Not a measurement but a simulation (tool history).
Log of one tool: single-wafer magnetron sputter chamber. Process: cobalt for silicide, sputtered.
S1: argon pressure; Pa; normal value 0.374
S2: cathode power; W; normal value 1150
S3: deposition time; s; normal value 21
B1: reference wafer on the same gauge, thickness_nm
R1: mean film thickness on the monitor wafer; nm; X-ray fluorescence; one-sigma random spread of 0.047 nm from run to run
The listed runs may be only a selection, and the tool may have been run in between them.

run 1 hour=0 | S1=0.374 S2=1250 S3=21 | B1=12.803 | R1=13.187
run 2 hour=11 | S1=0.374 S2=1150 S3=21 | B1=12.815 | R1=11.955
run 3 hour=27.9 | S1=0.374 S2=1150 S3=22.9 | B1=12.802 | R1=13.024
run 4 hour=43.9 | S1=0.374 S2=1150 S3=21 | B1=12.813 | R1=12.049
run 5 hour=61.1 | S1=0.374 S2=1150 S3=21 | B1=12.805 | R1=12.039
run 6 hour=71 | S1=0.374 S2=1150 S3=21 | B1=12.797 | R1=12.01
run 7 hour=88 | S1=0.257 S2=1150 S3=21 | B1=12.802 | R1=12.321
run 8 hour=99.2 | S1=0.257 S2=1150 S3=21 | B1=12.816 | R1=12.334
run 9 hour=111.9 | S1=0.257 S2=1150 S3=21 | B1=12.816 | R1=12.353
run 10 hour=125.9 | S1=0.374 S2=1050 S3=21 | B1=12.807 | R1=10.939
run 11 hour=138.2 | S1=0.374 S2=1050 S3=21 | B1=12.788 | R1=10.904
-- hour=149.3 sputter target and shields replaced
run 12 hour=149.8 | S1=0.374 S2=1050 S3=21 | B1=12.787 | R1=10.6
run 13 hour=198.4 | S1=0.374 S2=1150 S3=21 | B1=12.814 | R1=11.434
run 14 hour=206.9 | S1=0.374 S2=1150 S3=18.5 | B1=12.794 | R1=10.049
run 15 hour=221.9 | S1=0.374 S2=1350 S3=19.1 | B1=12.828 | R1=12.015
-- hour=231.7 sputter target and shields replaced, repeated, since the last time left the tool worse
run 16 hour=236.6 | S1=0.374 S2=1350 S3=19.1 | B1=12.798 | R1=13.219
run 17 hour=244.6 | S1=0.374 S2=1150 S3=21 | B1=12.804 | R1=12.347
run 18 hour=257.5 | S1=0.374 S2=1150 S3=21 | B1=12.813 | R1=12.287
run 19 hour=271.8 | S1=0.322 S2=1350 S3=22.6 | B1=12.804 | R1=15.604
run 20 hour=279.5 | S1=0.229 S2=1400 S3=24.9 | B1=12.812 | R1=18.24
-- hour=307.8 gauge calibrated
run 21 hour=329 | S1=0.322 S2=1400 S3=23 | B1=12.804 | R1=16.353
run 22 hour=336.5 | S1=0.374 S2=1150 S3=21 | B1=12.793 | R1=12.157
run 23 hour=349.3 | S1=0.374 S2=1150 S3=21 | B1=12.793 | R1=12.127
run 24 hour=366.8 | S1=0.374 S2=1350 S3=18.4 | B1=12.795 | R1=12.457
run 25 hour=384.5 | S1=0.374 S2=1150 S3=22.5 | B1=12.801 | R1=12.927
-- hour=395.9 magnet pack replaced
-- hour=418 capacitance manometer re-zeroed and calibrated
run 26 hour=418.5 | S1=0.374 S2=1150 S3=21 | B1=12.792 | R1=12.013
run 27 hour=428.5 | S1=0.452 S2=950 S3=23.5 | B1=12.779 | R1=10.933
run 28 hour=436.9 | S1=0.248 S2=1150 S3=18.1 | B1=12.792 | R1=10.755
run 29 hour=448.9 | S1=0.374 S2=850 S3=21 | B1=12.795 | R1=8.808
run 30 hour=458.7 | S1=0.374 S2=1150 S3=23 | B1=12.789 | R1=13.148
run 31 hour=474.7 | S1=0.374 S2=900 S3=21 | B1=12.836 | R1=9.349
-- hour=494.1 sputter target and shields replaced
run 32 hour=494.6 | S1=0.374 S2=1150 S3=21 | B1=12.796 | R1=12.422
run 33 hour=495.8 | S1=0.374 S2=1150 S3=21 | B1=12.786 | R1=12.376
run 34 hour=525.2 | S1=0.374 S2=1250 S3=24.9 | B1=12.797 | R1=15.842
run 35 hour=536.9 | S1=0.374 S2=1150 S3=21 | B1=12.77 | R1=12.285
run 36 hour=554.6 | S1=0.374 S2=1350 S3=21 | B1=12.806 | R1=14.261

Selected run-to-run steps in R1, each split into two signed amounts: the part the tool would show with no hidden state at all (from settings, incoming material and random variation), and the remainder, which goes to the hidden state together with any gauge scatter not common to the measured and the hidden-state-free results:
The hidden state here: deposition rate above that of a new target (%); true argon pressure above the setpoint (%); gauge reads high (%).
Run 11 -> 12: sputter target and shields replaced. R1 -0.304 nm: hidden state -0.311, all else +0.007.
Run 15 -> 16: sputter target and shields replaced, repeated, since the last time left the tool worse. R1 +1.204 nm: hidden state +1.122, all else +0.082.
Run 21 -> 22: S1 0.322 -> 0.374, S2 1400 -> 1150, S3 23 -> 21. R1 -4.196 nm: hidden state +0.108, all else -4.304.
Run 29 -> 30: S2 850 -> 1150, S3 21 -> 23. R1 +4.34 nm: hidden state -0.171, all else +4.511.
Run 30 -> 31: S2 1150 -> 900, S3 23 -> 21. R1 -3.799 nm: hidden state +0.143, all else -3.942.
Run 31 -> 32: S2 900 -> 1150, sputter target and shields replaced. R1 +3.073 nm: hidden state +0.338, all else +2.735.
